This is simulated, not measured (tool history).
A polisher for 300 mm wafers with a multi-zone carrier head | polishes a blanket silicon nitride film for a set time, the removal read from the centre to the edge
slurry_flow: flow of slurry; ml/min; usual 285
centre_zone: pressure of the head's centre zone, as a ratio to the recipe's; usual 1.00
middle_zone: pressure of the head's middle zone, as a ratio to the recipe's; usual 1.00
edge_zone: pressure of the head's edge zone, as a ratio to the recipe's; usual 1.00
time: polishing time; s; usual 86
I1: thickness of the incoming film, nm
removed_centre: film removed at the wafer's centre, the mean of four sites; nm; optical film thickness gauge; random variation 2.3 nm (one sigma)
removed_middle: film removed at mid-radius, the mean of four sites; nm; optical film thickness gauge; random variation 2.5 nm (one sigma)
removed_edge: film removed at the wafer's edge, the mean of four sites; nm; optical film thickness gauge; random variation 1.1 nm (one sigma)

Run 1, hour 0.0: usual settings but centre_zone 1.06; I1 420.1. Result: removed_centre 198.2 nm, removed_middle 183.8 nm, removed_edge 180.5 nm.
Run 2, hour 75.0: usual settings but centre_zone 0.93; I1 419.9. Result: removed_centre 178.1 nm, removed_middle 181.7 nm, removed_edge 179.2 nm.
At hour 139.2: worn pad replaced by a new one.
Run 3, hour 177.2: usual settings but centre_zone 0.93; I1 417.0. Result: removed_centre 172.2 nm, removed_middle 180.5 nm, removed_edge 179.2 nm.
At hour 188.8: slurry nozzle cleaned.
Run 4, hour 240.8: usual settings but centre_zone 0.93; I1 421.6. Result: removed_centre 176.8 nm, removed_middle 177.6 nm, removed_edge 178.8 nm.
Run 5, hour 277.4: usual settings; I1 414.2. Result: removed_centre 189.2 nm, removed_middle 179.9 nm, removed_edge 177.9 nm.
Run 6, hour 375.7: usual settings but centre_zone 0.92; I1 419.0. Result: removed_centre 181.1 nm, removed_middle 178.8 nm, removed_edge 179.8 nm.
At hour 458.0: worn pad replaced by a new one.
Run 7, hour 522.2: usual settings but centre_zone 0.92; I1 419.0. Result: removed_centre 179.7 nm, removed_middle 181.8 nm, removed_edge 179.8 nm.
At hour 535.1: edge zone pressure recalibrated.
Run 8, hour 559.3: usual settings but middle_zone 1.08, edge_zone 1.05; I1 418.8. Result: removed_centre 195.8 nm, removed_middle 191.3 nm, removed_edge 184.3 nm.
At hour 590.8: centre zone pressure recalibrated.
Run 9, hour 615.0: usual settings but slurry_flow 205 ml/min; I1 420.4. Result: removed_centre 204.1 nm, removed_middle 175.3 nm, removed_edge 177.2 nm.
Run 10, hour 685.1: usual settings but centre_zone 1.09, edge_zone 0.90, time 104 s; I1 427.9. Result: removed_centre 275.4 nm, removed_middle 210.7 nm, removed_edge 205.5 nm.
At hour 773.8: worn pad replaced by a new one.
At hour 783.3: centre zone pressure recalibrated, repeated, since the last time left the tool worse.
At hour 896.8: carrier head's membrane replaced by a new one.
Run 11, hour 948.4: usual settings but centre_zone 0.93; I1 421.0. Result: removed_centre 167.2 nm, removed_middle 181.3 nm, removed_edge 180.1 nm.

Forecast run 12:
Run 12, hour 996.9: usual settings but slurry_flow 205 ml/min, middle_zone 0.90; I1 418.1. Result: removed_centre ?, removed_middle ?, removed_edge ?.

Run 12 gave removed_centre 175.7 nm, removed_middle 160.7 nm, removed_edge 176.2 nm.
Without the tool's hidden state the same run would have given removed_centre 175.5 nm, removed_middle 160.7 nm, removed_edge 176.2 nm.
